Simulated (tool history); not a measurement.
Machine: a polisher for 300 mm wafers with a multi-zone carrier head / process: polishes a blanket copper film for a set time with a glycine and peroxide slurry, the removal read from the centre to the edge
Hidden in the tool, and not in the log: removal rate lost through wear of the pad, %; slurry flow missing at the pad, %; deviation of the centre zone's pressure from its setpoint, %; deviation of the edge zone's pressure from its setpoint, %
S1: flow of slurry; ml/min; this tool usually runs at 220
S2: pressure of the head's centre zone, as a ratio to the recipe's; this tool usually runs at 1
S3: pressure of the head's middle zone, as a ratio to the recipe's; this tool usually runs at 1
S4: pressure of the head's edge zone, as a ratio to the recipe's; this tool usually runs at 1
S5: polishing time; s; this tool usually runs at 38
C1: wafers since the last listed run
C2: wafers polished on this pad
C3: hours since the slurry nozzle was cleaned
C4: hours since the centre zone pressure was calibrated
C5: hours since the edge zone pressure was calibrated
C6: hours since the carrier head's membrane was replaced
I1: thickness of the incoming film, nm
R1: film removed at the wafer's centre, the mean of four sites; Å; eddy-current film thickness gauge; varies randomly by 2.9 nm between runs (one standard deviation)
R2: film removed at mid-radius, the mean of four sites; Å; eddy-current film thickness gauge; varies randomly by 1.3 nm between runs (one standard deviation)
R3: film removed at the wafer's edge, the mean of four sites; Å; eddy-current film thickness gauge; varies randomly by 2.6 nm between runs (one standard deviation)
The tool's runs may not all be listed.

run,hour,S1,S2,S3,S4,S5,C1,C2,C3,C4,C5,C6,I1,R1,R2,R3
1,0,220,1,1,1,38,0,322,451.2,764,129.3,423.9,1859.7,2148,2092,2040
2,38.9,220,1,1,1,38,350,672,490.1,802.9,168.2,462.8,1826.6,2062,2086,2056
# hour 65.2: centre zone pressure recalibrated
3,115.1,220,1,1,1.08,38,668,1341,566.3,49.9,244.4,539,1793.1,2043,2077,2185
# hour 167.9: edge zone pressure recalibrated
4,206.9,220,1,1,1.08,38,808,2150,658.1,141.7,39,630.8,1826.5,2077,2069,2147
# hour 223.8: slurry nozzle cleaned
# hour 246.5: carrier head's membrane replaced by a new one
# hour 288.1: worn pad replaced by a new one
5,388.9,205,1,1,1,38,1549,907,165.1,323.7,221,142.4,1842.4,2101,2105,2092
6,460.8,205,1,1,1,38,647,1555,237,395.6,292.9,214.3,1826.4,2107,2110,2091
# hour 523.2: edge zone pressure recalibrated
7,524.4,220,1.04,1,1,38,554,2110,300.6,459.2,1.2,277.9,1832.9,2161,2112,2114
8,613.8,220,1.04,1,1,38,805,2915,390,548.6,90.6,367.3,1856.3,2216,2091,2065
# hour 643.2: worn pad replaced by a new one
9,691.9,220,1.04,1,1,38,667,439,468.1,626.7,168.7,445.4,1803.2,2128,2086,2123
10,799.2,295,0.9,0.9,0.94,38,966,1405,575.4,734,276,552.7,1821.3,1890,1989,2090
# hour 833.5: edge zone pressure recalibrated
11,885.7,160,0.92,1.04,1,38,761,2166,661.9,820.5,52.2,639.2,1855.4,1793,2016,2015
12,937.7,180,1.1,1.04,1,47,468,2635,713.9,872.5,104.2,691.2,1845.5,2651,2517,2490
# hour 949.3: worn pad replaced by a new one
# hour 966.5: carrier head's membrane replaced by a new one
# hour 982.5: slurry nozzle cleaned
13,1025,220,1,1.06,1,44,696,627,42.5,959.8,191.5,58.5,1826.8,2497,2590,2446
14,1066.8,220,1,1,1,38,376,1004,84.3,1001.6,233.3,100.3,1821.2,2100,2141,2135
# hour 1091: centre zone pressure recalibrated
15,1167.3,240,1,1.08,0.9,38,887,1891,184.8,76.3,333.8,200.8,1836.4,2106,2307,2001
# hour 1199.1: edge zone pressure recalibrated
# hour 1286.4: worn pad replaced by a new one
16,1349.8,220,1.05,1,1.04,38,1589,571,367.3,258.8,150.7,383.3,1832.5,2186,2097,2122
# hour 1519.6: edge zone pressure recalibrated
# hour 1558.5: carrier head's membrane replaced by a new one
17,1581.7,220,1,1,1,38,2025,2597,599.2,490.7,62.1,23.2,1826.2,2016,2084,2090
# hour 1605.3: worn pad replaced by a new one
18,1641.4,220,1,1,1.08,38,501,324,658.9,550.4,121.8,82.9,1821.8,2028,2050,2123

3 ways to go on from here, each from the tool as it stands after run 18. What would each give?
A,1641.8,220,1.12,1,1,38,3,328,659.3,550.8,122.2,83.3,1818.7,?,?,?
B,1641.8,220,1,1,0.93,49,3,328,659.3,550.8,122.2,83.3,1818.7,?,?,?
C,1641.8,220,1,1,1,27,3,328,659.3,550.8,122.2,83.3,1818.7,?,?,?

run,R1,R2,R3
A,2295,2036,2073
B,2641,2627,2582
C,1455,1448,1473
What these runs would have given with no unlogged condition in the tool:
run,R1,R2,R3
A,2431,2143,2152
B,2797,2765,2681
C,1541,1523,1529
